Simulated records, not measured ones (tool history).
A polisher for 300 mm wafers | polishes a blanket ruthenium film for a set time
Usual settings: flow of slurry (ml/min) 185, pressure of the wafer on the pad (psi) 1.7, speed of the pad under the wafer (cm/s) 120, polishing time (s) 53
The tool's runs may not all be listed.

| run | day | flow of slurry (ml/min) | pressure of the wafer on the pad (psi) | speed of the pad under the wafer (cm/s) | polishing time (s) | incoming thickness of the incoming film, nm | film removed (nm) |
|---|---|---|---|---|---|---|---|
| 1 | 0.000 | 185 | 1.7 | 120 | 44 | 563.3 | 39.9 |
|  | 0.954 | worn pad replaced by a new one |
| 2 | 1.442 | 185 | 1.7 | 120 | 44 | 573.3 | 42.4 |
| 3 | 2.867 | 185 | 1.7 | 96 | 53 | 567.5 | 41.0 |
| 4 | 3.433 | 185 | 1.7 | 96 | 53 | 572.7 | 41.9 |
| 5 | 4.575 | 185 | 1.7 | 120 | 42 | 570.0 | 39.7 |
| 6 | 5.696 | 185 | 1.7 | 120 | 53 | 570.3 | 50.5 |
| 7 | 6.412 | 185 | 1.7 | 120 | 53 | 560.0 | 50.0 |
| 8 | 7.167 | 235 | 1.5 | 120 | 53 | 560.9 | 45.9 |
|  | 7.950 | worn pad replaced by a new one |
| 9 | 8.542 | 235 | 1.5 | 120 | 53 | 571.3 | 52.4 |
| 10 | 9.646 | 185 | 1.7 | 120 | 53 | 573.5 | 53.2 |
|  | 9.717 | slurry nozzle cleaned |
| 11 | 10.879 | 185 | 1.7 | 120 | 53 | 580.0 | 54.5 |
| 12 | 11.779 | 185 | 1.7 | 120 | 53 | 566.3 | 53.2 |
| 13 | 12.308 | 185 | 1.7 | 120 | 49 | 561.2 | 49.0 |
| 14 | 13.138 | 185 | 1.7 | 120 | 49 | 571.9 | 49.3 |
| 15 | 14.421 | 185 | 1.7 | 120 | 49 | 580.0 | 47.3 |
|  | 15.092 | worn pad replaced by a new one |
|  | 15.383 | head pressure recalibrated |
| 16 | 15.588 | 185 | 1.7 | 120 | 53 | 570.9 | 50.6 |
| 17 | 16.517 | 185 | 1.7 | 120 | 53 | 576.7 | 51.2 |
| 18 | 17.908 | 185 | 1.7 | 120 | 53 | 565.7 | 49.7 |
| 19 | 19.296 | 240 | 1.2 | 108 | 38 | 563.6 | 27.3 |
| 20 | 20.792 | 220 | 1.7 | 82 | 44 | 563.5 | 28.8 |
|  | 22.208 | slurry nozzle cleaned |
|  | 23.371 | worn pad replaced by a new one |
| 21 | 24.029 | 185 | 2.1 | 144 | 61 | 560.3 | 85.4 |
| 22 | 25.304 | 125 | 1.3 | 136 | 62 | 557.5 | 55.0 |
| 23 | 26.212 | 235 | 1.7 | 106 | 70 | 574.7 | 63.4 |
| 24 | 27.479 | 185 | 1.7 | 120 | 53 | 579.1 | 53.3 |
| 25 | 28.096 | 185 | 1.4 | 96 | 53 | 574.1 | 37.6 |
| 26 | 29.312 | 170 | 1.7 | 132 | 60 | 562.6 | 62.9 |
| 27 | 30.650 | 220 | 1.4 | 136 | 65 | 567.9 | 64.1 |

Forecast run 28:
|  | 31.483 | worn pad replaced by a new one |
|  | 31.646 | slurry nozzle cleaned |
| 28 | 31.950 | 185 | 1.7 | 120 | 53 | 560.3 | ? |

{"run 28": {"film removed (nm)": 56.0}}
Without the tool's hidden state the same run would have given film removed (nm) 51.9.
